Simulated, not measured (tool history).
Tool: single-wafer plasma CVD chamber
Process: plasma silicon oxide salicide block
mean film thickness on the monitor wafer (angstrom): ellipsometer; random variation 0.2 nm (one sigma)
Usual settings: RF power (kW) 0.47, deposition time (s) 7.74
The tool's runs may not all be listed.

| run | hour | RF power (kW) | deposition time (s) | read-back reference wafer on the same gauge, thickness_nm | mean film thickness on the monitor wafer (angstrom) |
|---|---|---|---|---|---|
| 1 | 0 | 0.47 | 7.74 | 80.006 | 762.78 |
| 2 | 97 | 0.47 | 7.74 | 79.944 | 761.23 |
| 3 | 152.9 | 0.47 | 7.74 | 79.984 | 758.71 |
| 4 | 191.1 | 0.47 | 7.07 | 79.989 | 692.33 |
| 5 | 289.3 | 0.47 | 7.74 | 80.031 | 757.68 |
| 6 | 327.4 | 0.535 | 7.74 | 80.066 | 783.66 |
| 7 | 364.9 | 0.535 | 7.74 | 79.961 | 785.21 |
| 8 | 458.3 | 0.47 | 7.74 | 79.933 | 760.7 |
| 9 | 506.1 | 0.47 | 7.74 | 79.923 | 756.19 |
| 10 | 567.3 | 0.47 | 7.74 | 80.011 | 759.57 |
| 11 | 660.3 | 0.47 | 8.49 | 79.994 | 832.93 |
| 12 | 699.7 | 0.47 | 7.74 | 80.018 | 760.19 |
| 13 | 789.5 | 0.54 | 7.74 | 80.057 | 786.71 |
| 14 | 885.4 | 0.47 | 7.13 | 80.002 | 697.3 |
| 15 | 941.2 | 0.47 | 7.13 | 80.017 | 696.58 |
| 16 | 1152.8 | 0.47 | 7.13 | 79.979 | 695.38 |
|  | 1215 | RF generator calibrated |
| 17 | 1243.9 | 0.47 | 7.05 | 80.023 | 699.58 |
| 18 | 1310.2 | 0.47 | 7.05 | 80.077 | 703.71 |
| 19 | 1385.2 | 0.47 | 7.05 | 79.983 | 704.01 |
| 20 | 1429 | 0.47 | 7.34 | 80.011 | 727.02 |
|  | 1457.1 | showerhead replaced |
| 21 | 1506.9 | 0.47 | 7.34 | 80.005 | 723.68 |
|  | 1543.4 | gauge calibrated |
| 22 | 1700.4 | 0.51 | 6.7 | 80.016 | 671.86 |
| 23 | 1766.2 | 0.47 | 6.63 | 80.003 | 651.55 |
| 24 | 1812.2 | 0.405 | 9.08 | 79.965 | 863.62 |
| 25 | 1911.4 | 0.5 | 7.74 | 80.007 | 773.16 |
| 26 | 1966.8 | 0.47 | 7.74 | 80.006 | 762.14 |
| 27 | 2067 | 0.495 | 7.26 | 80.04 | 723.56 |
| 28 | 2105.6 | 0.385 | 7.74 | 80.025 | 727.78 |
| 29 | 2146.1 | 0.425 | 7.74 | 79.958 | 742.65 |
| 30 | 2206.2 | 0.38 | 6.31 | 80.047 | 592.24 |
| 31 | 2242.9 | 0.53 | 8.57 | 80.01 | 868.1 |
| 32 | 2345.7 | 0.515 | 8.25 | 80.029 | 827.95 |
| 33 | 2392.4 | 0.47 | 7.74 | 79.986 | 757.35 |
| 34 | 2492.1 | 0.47 | 7.74 | 79.978 | 760.19 |
| 35 | 2568.6 | 0.47 | 6.4 | 79.995 | 628.11 |
| 36 | 2663.4 | 0.47 | 7.74 | 79.983 | 755.43 |
| 37 | 2732.6 | 0.47 | 7.74 | 79.934 | 761.8 |
| 38 | 2788 | 0.435 | 9.17 | 79.94 | 878.97 |
| 39 | 2890.1 | 0.525 | 6.94 | 79.986 | 697.18 |
| 40 | 2979.5 | 0.39 | 8.22 | 79.981 | 766.66 |
| 41 | 3052.5 | 0.38 | 7.74 | 80.067 | 715.52 |
| 42 | 3139.9 | 0.54 | 7.18 | 79.953 | 724.77 |
|  | 3265.2 | RF generator calibrated |
| 43 | 3284.6 | 0.505 | 8.3 | 80.021 | 839.14 |
| 44 | 3333.5 | 0.515 | 7.74 | 79.995 | 790.79 |
| 45 | 3384.3 | 0.47 | 7.74 | 79.993 | 765.76 |

Forecast each of these 3 alternatives for the next run:
| A | 3384.7 | 0.47 | 6.32 | ? | ? |
| B | 3384.7 | 0.47 | 6.25 | ? | ? |
| C | 3384.7 | 0.555 | 8.87 | ? | ? |

| run | read-back reference wafer on the same gauge, thickness_nm | mean film thickness on the monitor wafer (angstrom) |
|---|---|---|
| A | 79.955 | 627.54 |
| B | 79.955 | 620.59 |
| C | 79.955 | 917.36 |
Without the tool's hidden state the same runs would have given:
| run | mean film thickness on the monitor wafer (angstrom) |
|---|---|
| A | 630.16 |
| B | 623.18 |
| C | 921.19 |

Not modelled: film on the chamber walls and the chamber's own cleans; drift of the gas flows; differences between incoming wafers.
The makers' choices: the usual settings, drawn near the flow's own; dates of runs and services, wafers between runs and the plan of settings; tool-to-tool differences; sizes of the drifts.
